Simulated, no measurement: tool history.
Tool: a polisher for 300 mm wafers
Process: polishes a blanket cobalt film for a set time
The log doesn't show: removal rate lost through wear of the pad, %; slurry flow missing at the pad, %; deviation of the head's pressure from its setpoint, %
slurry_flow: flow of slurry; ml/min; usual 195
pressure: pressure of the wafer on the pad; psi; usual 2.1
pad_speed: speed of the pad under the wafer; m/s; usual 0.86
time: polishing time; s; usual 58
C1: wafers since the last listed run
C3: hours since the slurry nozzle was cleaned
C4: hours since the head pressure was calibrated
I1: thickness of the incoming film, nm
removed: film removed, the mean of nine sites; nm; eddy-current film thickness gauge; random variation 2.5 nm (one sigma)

run 1 hour=0.0 | slurry_flow=195 pressure=2.1 pad_speed=0.86 time=58 | C1=0 wafers_polished_on_this_pad=893 C3=210.3 C4=375.5 | I1=1369.6 | removed=215.0
run 2 hour=43.1 | slurry_flow=195 pressure=2.5 pad_speed=0.86 time=58 | C1=508 wafers_polished_on_this_pad=1402 C3=253.4 C4=418.6 | I1=1376.3 | removed=253.9
run 3 hour=102.6 | slurry_flow=195 pressure=2.5 pad_speed=0.86 time=58 | C1=702 wafers_polished_on_this_pad=2105 C3=312.9 C4=478.1 | I1=1384.1 | removed=256.2
-- hour=149.8 slurry nozzle cleaned
run 4 hour=171.4 | slurry_flow=195 pressure=2.5 pad_speed=0.86 time=58 | C1=800 wafers_polished_on_this_pad=2906 C3=21.6 C4=546.9 | I1=1383.6 | removed=257.5
run 5 hour=206.5 | slurry_flow=215 pressure=2.1 pad_speed=0.86 time=58 | C1=414 wafers_polished_on_this_pad=3320 C3=56.7 C4=582.0 | I1=1391.4 | removed=213.3
-- hour=213.4 worn pad replaced by a new one
run 6 hour=275.6 | slurry_flow=215 pressure=2.1 pad_speed=0.86 time=58 | C1=768 wafers_polished_on_this_pad=734 C3=125.8 C4=651.1 | I1=1381.9 | removed=212.8
run 7 hour=313.1 | slurry_flow=150 pressure=2.1 pad_speed=0.86 time=47 | C1=442 wafers_polished_on_this_pad=1177 C3=163.3 C4=688.6 | I1=1369.0 | removed=168.0
run 8 hour=343.9 | slurry_flow=150 pressure=2.1 pad_speed=0.86 time=47 | C1=363 wafers_polished_on_this_pad=1540 C3=194.1 C4=719.4 | I1=1380.1 | removed=167.8
run 9 hour=368.8 | slurry_flow=195 pressure=1.7 pad_speed=0.86 time=74 | C1=294 wafers_polished_on_this_pad=1834 C3=219.0 C4=744.3 | I1=1388.3 | removed=218.1
run 10 hour=411.9 | slurry_flow=195 pressure=2.1 pad_speed=0.86 time=64 | C1=508 wafers_polished_on_this_pad=2343 C3=262.1 C4=787.4 | I1=1398.3 | removed=234.0
run 11 hour=440.2 | slurry_flow=195 pressure=2.1 pad_speed=0.86 time=64 | C1=334 wafers_polished_on_this_pad=2678 C3=290.4 C4=815.7 | I1=1394.2 | removed=235.0
-- hour=448.0 worn pad replaced by a new one
run 12 hour=470.0 | slurry_flow=195 pressure=2.1 pad_speed=0.86 time=58 | C1=304 wafers_polished_on_this_pad=260 C3=320.2 C4=845.5 | I1=1375.8 | removed=212.2
-- hour=514.3 slurry nozzle cleaned
run 13 hour=539.0 | slurry_flow=195 pressure=2.1 pad_speed=0.86 time=58 | C1=803 wafers_polished_on_this_pad=1063 C3=24.7 C4=914.5 | I1=1383.9 | removed=212.0
run 14 hour=565.9 | slurry_flow=210 pressure=2.1 pad_speed=0.86 time=58 | C1=317 wafers_polished_on_this_pad=1380 C3=51.6 C4=941.4 | I1=1351.5 | removed=215.2
run 15 hour=595.7 | slurry_flow=195 pressure=1.7 pad_speed=1.10 time=72 | C1=351 wafers_polished_on_this_pad=1732 C3=81.4 C4=971.2 | I1=1388.7 | removed=271.5
-- hour=684.9 head pressure recalibrated
-- hour=687.7 worn pad replaced by a new one
run 16 hour=775.8 | slurry_flow=195 pressure=1.8 pad_speed=0.86 time=73 | C1=2070 wafers_polished_on_this_pad=1039 C3=261.5 C4=90.9 | I1=1349.7 | removed=231.8
run 17 hour=803.0 | slurry_flow=130 pressure=1.6 pad_speed=0.86 time=51 | C1=321 wafers_polished_on_this_pad=1361 C3=288.7 C4=118.1 | I1=1408.6 | removed=133.4
run 18 hour=853.3 | slurry_flow=195 pressure=2.8 pad_speed=0.64 time=39 | C1=594 wafers_polished_on_this_pad=1955 C3=339.0 C4=168.4 | I1=1404.9 | removed=144.3
-- hour=881.0 slurry nozzle cleaned
run 19 hour=902.0 | slurry_flow=195 pressure=2.1 pad_speed=0.86 time=58 | C1=563 wafers_polished_on_this_pad=2518 C3=21.0 C4=217.1 | I1=1356.5 | removed=210.1
-- hour=934.1 worn pad replaced by a new one
run 20 hour=946.1 | slurry_flow=195 pressure=2.1 pad_speed=0.86 time=58 | C1=473 wafers_polished_on_this_pad=141 C3=65.1 C4=261.2 | I1=1383.7 | removed=212.9
run 21 hour=973.4 | slurry_flow=195 pressure=2.1 pad_speed=0.86 time=53 | C1=322 wafers_polished_on_this_pad=463 C3=92.4 C4=288.5 | I1=1386.0 | removed=195.6
run 22 hour=1019.1 | slurry_flow=150 pressure=2.7 pad_speed=0.86 time=58 | C1=539 wafers_polished_on_this_pad=1003 C3=138.1 C4=334.2 | I1=1395.8 | removed=264.4
run 23 hour=1046.3 | slurry_flow=255 pressure=2.1 pad_speed=0.86 time=58 | C1=321 wafers_polished_on_this_pad=1324 C3=165.3 C4=361.4 | I1=1381.7 | removed=217.1
run 24 hour=1086.0 | slurry_flow=195 pressure=2.1 pad_speed=1.16 time=58 | C1=468 wafers_polished_on_this_pad=1793 C3=205.0 C4=401.1 | I1=1378.9 | removed=289.0
run 25 hour=1130.1 | slurry_flow=195 pressure=2.8 pad_speed=0.64 time=39 | C1=520 wafers_polished_on_this_pad=2314 C3=249.1 C4=445.2 | I1=1379.5 | removed=141.7
run 26 hour=1161.3 | slurry_flow=195 pressure=2.1 pad_speed=0.96 time=58 | C1=368 wafers_polished_on_this_pad=2682 C3=280.3 C4=476.4 | I1=1399.4 | removed=235.9
run 27 hour=1218.2 | slurry_flow=195 pressure=2.1 pad_speed=0.86 time=58 | C1=671 wafers_polished_on_this_pad=3354 C3=337.2 C4=533.3 | I1=1395.2 | removed=214.8
-- hour=1232.6 slurry nozzle cleaned
-- hour=1244.3 worn pad replaced by a new one
run 28 hour=1288.6 | slurry_flow=195 pressure=1.8 pad_speed=0.86 time=73 | C1=772 wafers_polished_on_this_pad=522 C3=56.0 C4=603.7 | I1=1383.0 | removed=227.7
run 29 hour=1352.1 | slurry_flow=195 pressure=2.1 pad_speed=0.78 time=58 | C1=749 wafers_polished_on_this_pad=1272 C3=119.5 C4=667.2 | I1=1377.1 | removed=191.3

Forecast each of these 3 alternatives for the next run:
run A hour=1352.5 | slurry_flow=135 pressure=2.1 pad_speed=0.86 time=58 | C1=4 wafers_polished_on_this_pad=1277 C3=119.9 C4=667.6 | I1=1374.7 | removed=?
run B hour=1352.5 | slurry_flow=165 pressure=2.3 pad_speed=1.08 time=58 | C1=4 wafers_polished_on_this_pad=1277 C3=119.9 C4=667.6 | I1=1374.7 | removed=?
run C hour=1352.5 | slurry_flow=160 pressure=2.3 pad_speed=0.86 time=58 | C1=4 wafers_polished_on_this_pad=1277 C3=119.9 C4=667.6 | I1=1374.7 | removed=?

run=A removed=199.3
run=B removed=282.8
run=C removed=224.2
Without the tool's hidden state the same runs would have given:
run=A removed=199.3
run=B removed=282.8
run=C removed=224.2
